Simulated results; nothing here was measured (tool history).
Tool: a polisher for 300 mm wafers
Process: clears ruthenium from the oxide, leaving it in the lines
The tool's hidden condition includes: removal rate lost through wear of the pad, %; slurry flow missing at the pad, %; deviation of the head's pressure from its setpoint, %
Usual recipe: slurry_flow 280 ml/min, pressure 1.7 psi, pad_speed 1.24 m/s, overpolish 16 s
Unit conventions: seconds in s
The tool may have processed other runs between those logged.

| run | hour | slurry_flow | pressure | pad_speed | overpolish | wafers since the last listed run | wafers polished on this pad | hours since the slurry nozzle was cleaned | hours since the head pressure was calibrated | incoming thickness of the incoming film, nm | seconds |
|---|---|---|---|---|---|---|---|---|---|---|---|
| 1 | 0.0 | 280 | 1.7 | 1.24 | 16 | 0 | 961 | 419.4 | 815.1 | 160.2 | 130.0 |
| 2 | 8.5 | 280 | 1.7 | 1.24 | 16 | 79 | 1040 | 427.9 | 823.6 | 160.4 | 129.6 |
|  | 17.4 | worn pad replaced by a new one |
| 3 | 20.3 | 280 | 1.7 | 1.24 | 16 | 72 | 26 | 439.7 | 835.4 | 159.1 | 122.9 |
| 4 | 32.0 | 280 | 1.7 | 1.24 | 16 | 108 | 135 | 451.4 | 847.1 | 160.8 | 123.8 |
| 5 | 49.7 | 280 | 1.7 | 1.24 | 16 | 164 | 300 | 469.1 | 864.8 | 156.8 | 120.1 |
| 6 | 56.7 | 280 | 1.7 | 1.48 | 16 | 65 | 365 | 476.1 | 871.8 | 159.6 | 103.4 |
| 7 | 62.7 | 280 | 1.7 | 1.10 | 16 | 55 | 421 | 482.1 | 877.8 | 162.5 | 142.3 |
| 8 | 73.1 | 280 | 1.7 | 1.10 | 16 | 96 | 517 | 492.5 | 888.2 | 160.1 | 145.1 |
| 9 | 83.1 | 280 | 1.7 | 1.10 | 16 | 93 | 610 | 502.5 | 898.2 | 161.1 | 147.4 |
| 10 | 93.1 | 280 | 1.7 | 1.24 | 16 | 93 | 703 | 512.5 | 908.2 | 159.4 | 128.9 |
| 11 | 108.6 | 280 | 1.7 | 1.24 | 16 | 144 | 848 | 528.0 | 923.7 | 160.6 | 132.0 |
|  | 115.5 | worn pad replaced by a new one |
| 12 | 125.7 | 280 | 1.7 | 1.24 | 16 | 121 | 95 | 545.1 | 940.8 | 158.9 | 125.3 |
| 13 | 141.6 | 320 | 1.7 | 1.24 | 16 | 147 | 243 | 561.0 | 956.7 | 160.9 | 123.8 |
| 14 | 147.6 | 320 | 1.7 | 1.24 | 16 | 55 | 298 | 567.0 | 962.7 | 158.0 | 125.2 |
| 15 | 162.9 | 280 | 1.7 | 1.24 | 16 | 142 | 441 | 582.3 | 978.0 | 160.3 | 131.7 |
| 16 | 171.8 | 280 | 1.7 | 1.24 | 16 | 82 | 523 | 591.2 | 986.9 | 156.5 | 126.8 |
| 17 | 188.1 | 280 | 1.7 | 1.24 | 16 | 151 | 675 | 607.5 | 1003.2 | 161.5 | 130.3 |
| 18 | 196.3 | 280 | 1.7 | 1.24 | 16 | 76 | 751 | 615.7 | 1011.4 | 159.5 | 130.6 |
| 19 | 203.9 | 280 | 1.7 | 1.24 | 16 | 70 | 822 | 623.3 | 1019.0 | 157.0 | 131.5 |
|  | 208.2 | worn pad replaced by a new one |
| 20 | 213.5 | 280 | 1.7 | 1.10 | 16 | 52 | 49 | 632.9 | 1028.6 | 159.4 | 146.3 |
| 21 | 222.6 | 245 | 1.7 | 1.24 | 16 | 84 | 134 | 642.0 | 1037.7 | 160.0 | 131.9 |
|  | 237.3 | head pressure recalibrated |
| 22 | 238.3 | 280 | 1.7 | 1.24 | 16 | 127 | 261 | 657.7 | 1.0 | 160.3 | 128.9 |
|  | 249.3 | slurry nozzle cleaned |
| 23 | 255.1 | 280 | 1.7 | 1.24 | 16 | 146 | 408 | 5.8 | 17.8 | 163.4 | 127.3 |
| 24 | 272.3 | 355 | 1.7 | 0.88 | 8 | 160 | 568 | 23.0 | 35.0 | 159.6 | 173.0 |
| 25 | 279.6 | 325 | 1.5 | 1.24 | 16 | 67 | 636 | 30.3 | 42.3 | 160.4 | 140.7 |
|  | 308.3 | worn pad replaced by a new one |
| 26 | 325.6 | 330 | 1.7 | 1.56 | 19 | 390 | 160 | 76.3 | 88.3 | 157.4 | 91.4 |
| 27 | 342.1 | 280 | 1.7 | 1.24 | 16 | 153 | 314 | 92.8 | 104.8 | 160.9 | 122.9 |
| 28 | 355.1 | 280 | 1.9 | 1.06 | 16 | 120 | 435 | 105.8 | 117.8 | 158.9 | 127.3 |
| 29 | 362.6 | 225 | 1.7 | 1.62 | 16 | 69 | 504 | 113.3 | 125.3 | 163.4 | 98.1 |
| 30 | 369.2 | 205 | 1.7 | 1.24 | 21 | 61 | 566 | 119.9 | 131.9 | 161.6 | 128.1 |
| 31 | 376.8 | 280 | 1.3 | 1.24 | 16 | 70 | 636 | 127.5 | 139.5 | 162.2 | 165.2 |
| 32 | 385.0 | 280 | 1.2 | 1.38 | 8 | 76 | 713 | 135.7 | 147.7 | 162.1 | 162.8 |
| 33 | 400.1 | 280 | 1.3 | 1.24 | 16 | 140 | 853 | 150.8 | 162.8 | 159.2 | 160.1 |
|  | 415.8 | worn pad replaced by a new one |
| 34 | 435.7 | 280 | 1.7 | 1.46 | 24 | 293 | 185 | 186.4 | 198.4 | 158.2 | 101.4 |
| 35 | 452.7 | 360 | 1.4 | 0.84 | 7 | 158 | 343 | 203.4 | 215.4 | 159.3 | 209.3 |
| 36 | 481.2 | 195 | 1.9 | 1.24 | 16 | 265 | 608 | 231.9 | 243.9 | 157.3 | 114.1 |

What if the next run were any one of these 4? Each begins from the tool's condition after run 36:
| A | 481.7 | 280 | 1.7 | 1.24 | 16 | 4 | 613 | 232.4 | 244.4 | 158.2 | ? |
| B | 481.7 | 280 | 2.3 | 1.24 | 16 | 4 | 613 | 232.4 | 244.4 | 158.2 | ? |
| C | 481.7 | 220 | 2.1 | 1.24 | 16 | 4 | 613 | 232.4 | 244.4 | 158.2 | ? |
| D | 481.7 | 280 | 1.2 | 1.54 | 11 | 4 | 613 | 232.4 | 244.4 | 158.2 | ? |

| run | seconds |
|---|---|
| A | 119.7 |
| B | 88.5 |
| C | 99.7 |
| D | 136.6 |
Take away the tool's hidden state, keep each run's random variation, and the runs would have read:
| run | seconds |
|---|---|
| A | 113.3 |
| B | 83.8 |
| C | 94.2 |
| D | 129.3 |
